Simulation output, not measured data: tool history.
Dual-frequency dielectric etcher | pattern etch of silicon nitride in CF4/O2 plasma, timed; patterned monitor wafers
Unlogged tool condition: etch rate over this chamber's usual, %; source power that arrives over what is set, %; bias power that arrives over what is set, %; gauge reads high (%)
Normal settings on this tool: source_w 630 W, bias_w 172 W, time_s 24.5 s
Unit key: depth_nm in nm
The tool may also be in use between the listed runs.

run    hour  source_w  bias_w  time_s  wafers since the last listed run  hours since the last wet clean  hours since the last source power generator calibration  hours since the last bias power generator calibration  hours since the last upper electrode change  hours since the gauge calibration  read-back reference wafer on the same gauge, depth_nm  depth_nm
  1     0.0       630     172    24.5                                 0                           321.5                                                   3975.3                                                 3711.7                                       1409.0                             1793.9                                                   65.7      60.1
  2   100.6       630     172    24.5                              2059                           422.1                                                   4075.9                                                 3812.3                                       1509.6                             1894.5                                                   65.7      60.2
      121.9  -- bias power generator calibrated
      160.2  -- wet clean of the chamber
  3   160.7       630     172    24.5                               657                             0.5                                                   4136.0                                                   38.8                                       1569.7                             1954.6                                                   65.7      60.2
  4   167.7       630     172    24.5                               143                             7.5                                                   4143.0                                                   45.8                                       1576.7                             1961.6                                                   65.7      59.9
  5   224.1       630     196    24.5                              1154                            63.9                                                   4199.4                                                  102.2                                       1633.1                             2018.0                                                   65.7      63.8
  6   257.4       630     196    24.5                               681                            97.2                                                   4232.7                                                  135.5                                       1666.4                             2051.3                                                   65.7      63.8
  7   315.0       630     172    27.5                              1179                           154.8                                                   4290.3                                                  193.1                                       1724.0                             2108.9                                                   65.8      67.5
  8   346.1       780     204    31.0                               636                           185.9                                                   4321.4                                                  224.2                                       1755.1                             2140.0                                                   65.7      98.5
  9   389.5       630     172    24.5                               888                           229.3                                                   4364.8                                                  267.6                                       1798.5                             2183.4                                                   65.7      60.2
      455.7  -- source power generator calibrated
 10   509.7       630     195    30.5                              2378                           349.5                                                     54.0                                                  387.8                                       1918.7                             2303.6                                                   65.7      80.7
 11   561.8       580     172    28.0                              1066                           401.6                                                    106.1                                                  439.9                                       1970.8                             2355.7                                                   65.7      65.3
 12   611.7       490     209    28.0                              1021                           451.5                                                    156.0                                                  489.8                                       2020.7                             2405.6                                                   65.7      62.1
      695.5  -- wet clean of the chamber
 13   696.0       580     145    17.5                              1234                             0.5                                                    240.3                                                  574.1                                       2105.0                             2489.9                                                   65.7      37.8
 14   708.8       630     172    20.0                               262                            13.3                                                    253.1                                                  586.9                                       2117.8                             2502.7                                                   65.7      50.0
 15   767.2       540     172    18.5                              1195                            71.7                                                    311.5                                                  645.3                                       2176.2                             2561.1                                                   65.7      40.8
 16   823.7       560     140    21.0                              1156                           128.2                                                    368.0                                                  701.8                                       2232.7                             2617.6                                                   65.8      43.5
 17   877.9       590     195    31.5                              1109                           182.4                                                    422.2                                                  756.0                                       2286.9                             2671.8                                                   65.6      79.4
      887.8  -- source power generator calibrated, repeated, since the last time left the tool worse
 18   937.1       630     172    24.5                              1130                           241.6                                                     49.3                                                  815.2                                       2346.1                             2731.0                                                   65.6      59.2
      998.2  -- upper electrode replaced
 19   998.7       540     208    29.0                               769                           303.2                                                    110.9                                                  876.8                                          0.5                             2792.6                                                   65.6      66.8
 20  1052.8       540     211    27.5                              1107                           357.3                                                    165.0                                                  930.9                                         54.6                             2846.7                                                   65.7      63.7
     1056.9  -- gauge calibrated
 21  1123.0       560     140    21.0                              1437                           427.5                                                    235.2                                                 1001.1                                        124.8                               66.1                                                   65.7      42.0
     1277.8  -- wet clean of the chamber
 22  1281.7       520     149    29.5                              2757                             3.9                                                    393.9                                                 1159.8                                        283.5                              224.8                                                   65.7      57.1
 23  1310.0       630     172    17.5                               579                            32.2                                                    422.2                                                 1188.1                                        311.8                              253.1                                                   65.7      42.4
 24  1365.0       680     172    22.5                              1125                            87.2                                                    477.2                                                 1243.1                                        366.8                              308.1                                                   65.7      58.0
 25  1408.1       630     172    24.5                               882                           130.3                                                    520.3                                                 1286.2                                        409.9                              351.2                                                   65.8      59.2
 26  1471.8       630     196    30.0                              1304                           194.0                                                    584.0                                                 1349.9                                        473.6                              414.9                                                   65.6      77.1
 27  1517.5       630     148    29.0                               935                           239.7                                                    629.7                                                 1395.6                                        519.3                              460.6                                                   65.7      65.8
 28  1571.9       540     160    27.5                              1113                           294.1                                                    684.1                                                 1450.0                                        573.7                              515.0                                                   65.7      56.5
 29  1624.3       780     204    31.0                              1072                           346.5                                                    736.5                                                 1502.4                                        626.1                              567.4                                                   65.7      97.3

Give the tool's hidden conditions for every run:
etch rate over this chamber's usual, %: 0, the same for each run
bias power that arrives over what is set, %: 0, the same for each run
gauge reads high (%): 0, the same for each run
H1: source power that arrives over what is set, %
run      H1
  1     1.7
  2    1.75
  3    1.78
  4    1.79
  5    1.82
  6    1.84
  7    1.87
  8    1.88
  9    1.91
 10    4.25
 11    4.28
 12     4.3
 13    4.35
 14    4.35
 15    4.39
 16    4.42
 17    4.45
 18  0.0525
 19  0.0859
 20   0.115
 21   0.153
 22   0.239
 23   0.255
 24   0.284
 25   0.308
 26   0.342
 27   0.367
 28   0.396
 29   0.425

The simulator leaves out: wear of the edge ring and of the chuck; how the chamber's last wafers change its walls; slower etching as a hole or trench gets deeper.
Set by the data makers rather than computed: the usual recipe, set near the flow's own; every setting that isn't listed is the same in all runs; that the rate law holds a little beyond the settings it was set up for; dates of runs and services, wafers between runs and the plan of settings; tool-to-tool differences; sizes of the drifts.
